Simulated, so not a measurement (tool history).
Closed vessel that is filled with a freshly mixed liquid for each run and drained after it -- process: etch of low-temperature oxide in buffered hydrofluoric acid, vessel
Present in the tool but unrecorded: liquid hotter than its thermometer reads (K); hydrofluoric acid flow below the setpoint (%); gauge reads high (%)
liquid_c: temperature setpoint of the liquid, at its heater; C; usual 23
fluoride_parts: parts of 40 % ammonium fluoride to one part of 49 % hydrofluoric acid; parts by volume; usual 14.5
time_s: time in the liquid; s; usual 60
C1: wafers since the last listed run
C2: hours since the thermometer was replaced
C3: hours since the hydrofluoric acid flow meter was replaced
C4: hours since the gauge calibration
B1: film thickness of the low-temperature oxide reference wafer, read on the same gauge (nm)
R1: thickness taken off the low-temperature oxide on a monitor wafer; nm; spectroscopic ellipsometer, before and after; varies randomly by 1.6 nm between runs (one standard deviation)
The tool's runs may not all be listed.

{"run": 1, "hour": 0.0, "liquid_c": 23, "fluoride_parts": 10.5, "time_s": 60, "C1": 0, "C2": 1156.4, "C3": 838.6, "C4": 110.7, "B1": 80, "R1": 393.4}
{"run": 2, "hour": 10.2, "liquid_c": 23, "fluoride_parts": 10.5, "time_s": 60, "C1": 1409, "C2": 1166.6, "C3": 848.8, "C4": 120.9, "B1": 79.97, "R1": 390.42}
{"run": 3, "hour": 21.3, "liquid_c": 23, "fluoride_parts": 10.5, "time_s": 60, "C1": 1533, "C2": 1177.7, "C3": 859.9, "C4": 132, "B1": 80.01, "R1": 395.69}
{"run": 4, "hour": 38.4, "liquid_c": 23, "fluoride_parts": 14.5, "time_s": 60, "C1": 2363, "C2": 1194.8, "C3": 877, "C4": 149.1, "B1": 79.99, "R1": 288.81}
{"run": 5, "hour": 51.8, "liquid_c": 23, "fluoride_parts": 14.5, "time_s": 60, "C1": 1851, "C2": 1208.2, "C3": 890.4, "C4": 162.5, "B1": 80, "R1": 287.27}
{"run": 6, "hour": 62.7, "liquid_c": 23, "fluoride_parts": 14.5, "time_s": 60, "C1": 1506, "C2": 1219.1, "C3": 901.3, "C4": 173.4, "B1": 79.99, "R1": 288.4}
{"run": 7, "hour": 71.8, "liquid_c": 23, "fluoride_parts": 14.5, "time_s": 60, "C1": 1257, "C2": 1228.2, "C3": 910.4, "C4": 182.5, "B1": 80.02, "R1": 287.6}
{"run": 8, "hour": 87.2, "liquid_c": 23, "fluoride_parts": 18.5, "time_s": 60, "C1": 2128, "C2": 1243.6, "C3": 925.8, "C4": 197.9, "B1": 79.96, "R1": 227.37}
{"run": 9, "hour": 100.6, "liquid_c": 23, "fluoride_parts": 18.5, "time_s": 60, "C1": 1851, "C2": 1257, "C3": 939.2, "C4": 211.3, "B1": 80.02, "R1": 228.65}
{"run": 10, "hour": 108.8, "liquid_c": 23, "fluoride_parts": 14.5, "time_s": 60, "C1": 1133, "C2": 1265.2, "C3": 947.4, "C4": 219.5, "B1": 80, "R1": 282.99}
{"run": 11, "hour": 116.0, "liquid_c": 23, "fluoride_parts": 14.5, "time_s": 60, "C1": 994, "C2": 1272.4, "C3": 954.6, "C4": 226.7, "B1": 80.02, "R1": 282.02}
{"hour": 136.4, "done": "hydrofluoric acid flow meter replaced"}
{"run": 12, "hour": 138.0, "liquid_c": 23, "fluoride_parts": 10.5, "time_s": 60, "C1": 2901, "C2": 1294.4, "C3": 1.6, "C4": 248.7, "B1": 80.04, "R1": 448.08}
{"run": 13, "hour": 152.2, "liquid_c": 24.5, "fluoride_parts": 14.5, "time_s": 60, "C1": 1962, "C2": 1308.6, "C3": 15.8, "C4": 262.9, "B1": 80.01, "R1": 350.43}
{"hour": 160.5, "done": "thermometer replaced"}
{"run": 14, "hour": 161.3, "liquid_c": 21, "fluoride_parts": 20.5, "time_s": 75, "C1": 1119, "C2": 0.8, "C3": 24.9, "C4": 272, "B1": 80.03, "R1": 222.94}
{"run": 15, "hour": 172.7, "liquid_c": 27.5, "fluoride_parts": 12, "time_s": 75, "C1": 1575, "C2": 12.2, "C3": 36.3, "C4": 283.4, "B1": 80.04, "R1": 533.59}
{"run": 16, "hour": 187.2, "liquid_c": 19, "fluoride_parts": 14.5, "time_s": 70, "C1": 2003, "C2": 26.7, "C3": 50.8, "C4": 297.9, "B1": 80.01, "R1": 262.76}
{"run": 17, "hour": 193.3, "liquid_c": 19.5, "fluoride_parts": 12.5, "time_s": 60, "C1": 842, "C2": 32.8, "C3": 56.9, "C4": 304, "B1": 79.96, "R1": 265.38}
{"run": 18, "hour": 203.1, "liquid_c": 23, "fluoride_parts": 18.5, "time_s": 60, "C1": 1354, "C2": 42.6, "C3": 66.7, "C4": 313.8, "B1": 80.02, "R1": 219.38}
{"hour": 205.0, "done": "gauge calibrated"}
{"run": 19, "hour": 248.2, "liquid_c": 23, "fluoride_parts": 18.5, "time_s": 60, "C1": 6232, "C2": 87.7, "C3": 111.8, "C4": 43.2, "B1": 80.03, "R1": 220.21}
{"run": 20, "hour": 254.8, "liquid_c": 23, "fluoride_parts": 9.5, "time_s": 70, "C1": 912, "C2": 94.3, "C3": 118.4, "C4": 49.8, "B1": 80.01, "R1": 490.52}
{"run": 21, "hour": 272.5, "liquid_c": 23, "fluoride_parts": 11, "time_s": 50, "C1": 2445, "C2": 112, "C3": 136.1, "C4": 67.5, "B1": 80.03, "R1": 302.87}
{"run": 22, "hour": 289.7, "liquid_c": 23, "fluoride_parts": 9.5, "time_s": 85, "C1": 2376, "C2": 129.2, "C3": 153.3, "C4": 84.7, "B1": 80.01, "R1": 592.9}

Each row is a separate what-if for the run after 22, all from the same tool condition, not one after another. Results?
{"run": "A", "hour": 290.4, "liquid_c": 23, "fluoride_parts": 17, "time_s": 60, "C1": 96, "C2": 129.9, "C3": 154, "C4": 85.4, "B1": "?", "R1": "?"}
{"run": "B", "hour": 290.4, "liquid_c": 23, "fluoride_parts": 16, "time_s": 60, "C1": 96, "C2": 129.9, "C3": 154, "C4": 85.4, "B1": "?", "R1": "?"}
{"run": "C", "hour": 290.4, "liquid_c": 27, "fluoride_parts": 14.5, "time_s": 60, "C1": 96, "C2": 129.9, "C3": 154, "C4": 85.4, "B1": "?", "R1": "?"}
{"run": "D", "hour": 290.4, "liquid_c": 19.5, "fluoride_parts": 16.5, "time_s": 50, "C1": 96, "C2": 129.9, "C3": 154, "C4": 85.4, "B1": "?", "R1": "?"}
{"run": "E", "hour": 290.4, "liquid_c": 23, "fluoride_parts": 14.5, "time_s": 30, "C1": 96, "C2": 129.9, "C3": 154, "C4": 85.4, "B1": "?", "R1": "?"}

run=A B1=80 R1=238
run=B B1=80 R1=252.65
run=C B1=80 R1=345.67
run=D B1=80 R1=168.18
run=E B1=80 R1=139.17
Without the tool's hidden state the same runs would have given:
run=A R1=240.34
run=B R1=255.12
run=C R1=349.17
run=D R1=169.76
run=E R1=140.52

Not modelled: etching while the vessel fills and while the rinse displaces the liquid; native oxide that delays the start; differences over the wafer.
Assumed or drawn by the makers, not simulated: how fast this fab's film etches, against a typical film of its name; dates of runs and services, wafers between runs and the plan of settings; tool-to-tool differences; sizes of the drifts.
